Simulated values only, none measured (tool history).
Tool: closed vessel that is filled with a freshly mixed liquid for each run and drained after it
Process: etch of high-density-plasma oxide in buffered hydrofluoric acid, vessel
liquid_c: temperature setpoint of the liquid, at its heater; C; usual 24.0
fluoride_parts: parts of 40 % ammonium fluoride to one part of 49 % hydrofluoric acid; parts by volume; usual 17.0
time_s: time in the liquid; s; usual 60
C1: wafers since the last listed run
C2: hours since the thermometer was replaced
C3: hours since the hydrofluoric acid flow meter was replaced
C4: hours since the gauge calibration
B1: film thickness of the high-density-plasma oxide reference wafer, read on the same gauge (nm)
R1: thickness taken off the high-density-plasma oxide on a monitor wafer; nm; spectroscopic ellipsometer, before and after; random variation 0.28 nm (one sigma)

Run 1, hour 0.0: usual settings but time_s 80 s; C1 0; C2 289.0; C3 1472.7; C4 1480.9; B1 100.04. Result: R1 60.17 nm.
Run 2, hour 64.0: usual settings; C1 8940; C2 353.0; C3 1536.7; C4 1544.9; B1 100.00. Result: R1 44.76 nm.
At hour 75.0: hydrofluoric acid flow meter replaced.
Run 3, hour 94.5: usual settings; C1 4120; C2 383.5; C3 19.5; C4 1575.4; B1 99.98. Result: R1 46.79 nm.
Run 4, hour 135.3: usual settings; C1 5699; C2 424.3; C3 60.3; C4 1616.2; B1 99.97. Result: R1 46.27 nm.
Run 5, hour 168.5: usual settings but liquid_c 22.5 C; C1 4637; C2 457.5; C3 93.5; C4 1649.4; B1 100.02. Result: R1 43.18 nm.
At hour 232.9: gauge calibrated.
Run 6, hour 236.0: usual settings but liquid_c 22.5 C; C1 9429; C2 525.0; C3 161.0; C4 3.1; B1 99.96. Result: R1 43.51 nm.
Run 7, hour 281.5: usual settings but time_s 40 s; C1 6355; C2 570.5; C3 206.5; C4 48.6; B1 100.03. Result: R1 31.11 nm.
Run 8, hour 330.9: usual settings; C1 6900; C2 619.9; C3 255.9; C4 98.0; B1 100.00. Result: R1 46.51 nm.
Run 9, hour 393.6: usual settings; C1 8758; C2 682.6; C3 318.6; C4 160.7; B1 100.01. Result: R1 46.88 nm.
Run 10, hour 451.0: usual settings; C1 8018; C2 740.0; C3 376.0; C4 218.1; B1 100.00. Result: R1 47.60 nm.
Run 11, hour 479.9: usual settings; C1 4037; C2 768.9; C3 404.9; C4 247.0; B1 99.99. Result: R1 47.07 nm.
Run 12, hour 524.0: usual settings; C1 6160; C2 813.0; C3 449.0; C4 291.1; B1 100.00. Result: R1 47.06 nm.
At hour 539.9: hydrofluoric acid flow meter replaced, repeated, since the last time left the tool worse.
Run 13, hour 548.6: usual settings; C1 3296; C2 837.6; C3 8.7; C4 315.7; B1 100.00. Result: R1 42.84 nm.
Run 14, hour 598.4: usual settings; C1 6956; C2 887.4; C3 58.5; C4 365.5; B1 100.04. Result: R1 42.46 nm.
Run 15, hour 638.1: usual settings but liquid_c 21.5 C, fluoride_parts 15.0 parts by volume, time_s 80 s; C1 5545; C2 927.1; C3 98.2; C4 405.2; B1 99.96. Result: R1 55.12 nm.
Run 16, hour 688.1: usual settings but liquid_c 28.0 C, fluoride_parts 21.0 parts by volume, time_s 30 s; C1 6984; C2 977.1; C3 148.2; C4 455.2; B1 99.98. Result: R1 21.77 nm.
Run 17, hour 716.3: usual settings but liquid_c 20.0 C; C1 3939; C2 1005.3; C3 176.4; C4 483.4; B1 100.00. Result: R1 34.02 nm.
Run 18, hour 761.8: usual settings; C1 6355; C2 1050.8; C3 221.9; C4 528.9; B1 100.04. Result: R1 43.29 nm.
At hour 817.0: thermometer replaced.
Run 19, hour 825.9: usual settings; C1 8814; C2 8.9; C3 286.0; C4 593.0; B1 100.00. Result: R1 43.15 nm.
Run 20, hour 885.3: usual settings but liquid_c 26.0 C, fluoride_parts 13.0 parts by volume, time_s 90 s; C1 8297; C2 68.3; C3 345.4; C4 652.4; B1 100.00. Result: R1 93.73 nm.
Run 21, hour 950.8: usual settings but liquid_c 27.5 C; C1 9149; C2 133.8; C3 410.9; C4 717.9; B1 99.97. Result: R1 52.54 nm.
Run 22, hour 1010.8: usual settings but liquid_c 20.5 C; C1 8381; C2 193.8; C3 470.9; C4 777.9; B1 100.00. Result: R1 35.72 nm.
Run 23, hour 1069.5: usual settings but liquid_c 22.0 C, fluoride_parts 14.0 parts by volume, time_s 40 s; C1 8199; C2 252.5; C3 529.6; C4 836.6; B1 99.97. Result: R1 30.79 nm.
Run 24, hour 1121.9: usual settings but liquid_c 29.0 C, fluoride_parts 10.5 parts by volume, time_s 50 s; C1 7319; C2 304.9; C3 582.0; C4 889.0; B1 99.99. Result: R1 75.29 nm.
Run 25, hour 1157.3: usual settings but liquid_c 25.5 C, fluoride_parts 23.0 parts by volume, time_s 90 s; C1 4945; C2 340.3; C3 617.4; C4 924.4; B1 99.99. Result: R1 53.61 nm.
Run 26, hour 1210.7: usual settings but liquid_c 26.5 C, time_s 75 s; C1 7459; C2 393.7; C3 670.8; C4 977.8; B1 99.99. Result: R1 61.57 nm.
Run 27, hour 1266.4: usual settings but liquid_c 19.5 C; C1 7780; C2 449.4; C3 726.5; C4 1033.5; B1 100.01. Result: R1 34.06 nm.
Run 28, hour 1297.8: usual settings; C1 4386; C2 480.8; C3 757.9; C4 1064.9; B1 100.02. Result: R1 43.69 nm.
Run 29, hour 1363.1: usual settings but liquid_c 25.5 C, fluoride_parts 23.0 parts by volume, time_s 90 s; C1 9121; C2 546.1; C3 823.2; C4 1130.2; B1 99.98. Result: R1 54.87 nm.
Run 30, hour 1420.1: usual settings but fluoride_parts 23.0 parts by volume; C1 7962; C2 603.1; C3 880.2; C4 1187.2; B1 100.00. Result: R1 33.44 nm.
Run 31, hour 1451.4: usual settings but liquid_c 21.0 C, fluoride_parts 13.5 parts by volume, time_s 30 s; C1 4372; C2 634.4; C3 911.5; C4 1218.5; B1 100.03. Result: R1 23.31 nm.

How the hidden state differs across the entries between the runs, from the last listed run before each to the first after it:
Between runs 2 and 3: hydrofluoric acid flow meter replaced (hour 75.0)
  hydrofluoric acid flow above the setpoint (%): 6.14 -> 10.5
  measured less the result without the state, R1: +2.55 -> +4.39 nm
Between runs 5 and 6: gauge calibrated (hour 232.9)
  hydrofluoric acid flow above the setpoint (%): 10.8 -> 11.1
  measured less the result without the state, R1: +4.15 -> +4.27 nm
Between runs 12 and 13: hydrofluoric acid flow meter replaced, repeated, since the last time left the tool worse (hour 539.9)
  hydrofluoric acid flow above the setpoint (%): 12.2 -> 0.361
  measured less the result without the state, R1: +5.03 -> +0.15 nm
Between runs 18 and 19: thermometer replaced (hour 817.0)
  hydrofluoric acid flow above the setpoint (%): 1.17 -> 1.42
  measured less the result without the state, R1: +0.49 -> +0.60 nm
